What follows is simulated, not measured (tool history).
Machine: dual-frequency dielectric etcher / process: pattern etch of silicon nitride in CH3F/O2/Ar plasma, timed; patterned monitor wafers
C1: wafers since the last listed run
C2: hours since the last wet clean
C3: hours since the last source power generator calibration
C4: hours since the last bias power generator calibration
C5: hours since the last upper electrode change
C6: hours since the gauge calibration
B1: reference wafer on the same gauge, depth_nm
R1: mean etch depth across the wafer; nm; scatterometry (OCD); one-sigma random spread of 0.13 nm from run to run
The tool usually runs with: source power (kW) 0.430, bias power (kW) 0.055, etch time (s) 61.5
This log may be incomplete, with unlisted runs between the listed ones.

Run 1, day 0.000: usual settings but bias power (kW) 0.045, etch time (s) 72.0; C1 0; C2 235.8; C3 3773.7; C4 2223.3; C5 2724.0; C6 309.6; B1 41.32. Result: R1 40.24 nm.
Run 2, day 1.083: usual settings but bias power (kW) 0.059; C1 218; C2 261.8; C3 3799.7; C4 2249.3; C5 2750.0; C6 335.6; B1 41.29. Result: R1 35.68 nm.
Run 3, day 2.550: usual settings but bias power (kW) 0.052; C1 295; C2 297.0; C3 3834.9; C4 2284.5; C5 2785.2; C6 370.8; B1 41.29. Result: R1 34.93 nm.
Run 4, day 3.583: usual settings but bias power (kW) 0.052; C1 208; C2 321.8; C3 3859.7; C4 2309.3; C5 2810.0; C6 395.6; B1 41.30. Result: R1 34.69 nm.
Run 5, day 5.425: usual settings but bias power (kW) 0.052; C1 370; C2 366.0; C3 3903.9; C4 2353.5; C5 2854.2; C6 439.8; B1 41.30. Result: R1 34.69 nm.
Run 6, day 6.017: usual settings; C1 119; C2 380.2; C3 3918.1; C4 2367.7; C5 2868.4; C6 454.0; B1 41.31. Result: R1 35.22 nm.
At day 7.179: gauge calibrated.
Run 7, day 7.475: usual settings; C1 293; C2 415.2; C3 3953.1; C4 2402.7; C5 2903.4; C6 7.1; B1 41.34. Result: R1 34.98 nm.
Run 8, day 10.438: usual settings; C1 596; C2 486.3; C3 4024.2; C4 2473.8; C5 2974.5; C6 78.2; B1 41.29. Result: R1 34.99 nm.
Run 9, day 11.321: usual settings; C1 177; C2 507.5; C3 4045.4; C4 2495.0; C5 2995.7; C6 99.4; B1 41.34. Result: R1 34.85 nm.
At day 12.175: bias power generator calibrated.
Run 10, day 12.746: usual settings but source power (kW) 0.390, bias power (kW) 0.041, etch time (s) 79.0; C1 253; C2 541.7; C3 4079.6; C4 13.7; C5 3029.9; C6 133.6; B1 41.25. Result: R1 41.06 nm.
At day 14.496: upper electrode replaced, of another model than before.
At day 14.662: source power generator calibrated.
Run 11, day 14.683: usual settings but source power (kW) 0.340, etch time (s) 74.5; C1 155; C2 588.2; C3 0.5; C4 60.2; C5 4.5; C6 180.1; B1 41.26. Result: R1 36.88 nm.
Run 12, day 14.946: usual settings but etch time (s) 52.5; C1 52; C2 594.5; C3 6.8; C4 66.5; C5 10.8; C6 186.4; B1 41.35. Result: R1 29.62 nm.
At day 17.942: wet clean of the chamber.
Run 13, day 17.962: usual settings; C1 406; C2 0.5; C3 79.2; C4 138.9; C5 83.2; C6 258.8; B1 41.30. Result: R1 35.98 nm.
Run 14, day 18.996: usual settings; C1 208; C2 25.3; C3 104.0; C4 163.7; C5 108.0; C6 283.6; B1 41.29. Result: R1 36.00 nm.
Run 15, day 19.788: usual settings but source power (kW) 0.470, bias power (kW) 0.049, etch time (s) 66.5; C1 159; C2 44.3; C3 123.0; C4 182.7; C5 127.0; C6 302.6; B1 41.30. Result: R1 40.34 nm.
Run 16, day 20.912: usual settings but source power (kW) 0.400, bias power (kW) 0.068; C1 226; C2 71.3; C3 150.0; C4 209.7; C5 154.0; C6 329.6; B1 41.36. Result: R1 35.24 nm.
Run 17, day 21.525: usual settings but source power (kW) 0.370, bias power (kW) 0.043, etch time (s) 76.0; C1 123; C2 86.0; C3 164.7; C4 224.4; C5 168.7; C6 344.3; B1 41.33. Result: R1 39.89 nm.
Run 18, day 22.579: usual settings but etch time (s) 79.5; C1 212; C2 111.3; C3 190.0; C4 249.7; C5 194.0; C6 369.6; B1 41.27. Result: R1 46.09 nm.

What if the next run were any one of these 4? Each begins from the tool's condition after run 18:
Run A, day 22.596: usual settings but bias power (kW) 0.060; C1 3; C2 111.7; C3 190.4; C4 250.1; C5 194.4; C6 370.0; B1 ?. Result: R1 ?.
Run B, day 22.596: usual settings but source power (kW) 0.400, bias power (kW) 0.068, etch time (s) 66.0; C1 3; C2 111.7; C3 190.4; C4 250.1; C5 194.4; C6 370.0; B1 ?. Result: R1 ?.
Run C, day 22.596: usual settings but source power (kW) 0.480, etch time (s) 71.5; C1 3; C2 111.7; C3 190.4; C4 250.1; C5 194.4; C6 370.0; B1 ?. Result: R1 ?.
Run D, day 22.596: usual settings but source power (kW) 0.360, bias power (kW) 0.050, etch time (s) 67.5; C1 3; C2 111.7; C3 190.4; C4 250.1; C5 194.4; C6 370.0; B1 ?. Result: R1 ?.

run     B1     R1
  A  41.31  35.93
  B  41.31  37.55
  C  41.31  43.92
  D  41.31  35.13
The same runs, with their run-to-run variation unchanged, on a tool lacking any hidden condition would have given:
run     R1
  A  36.24
  B  37.87
  C  44.29
  D  35.43
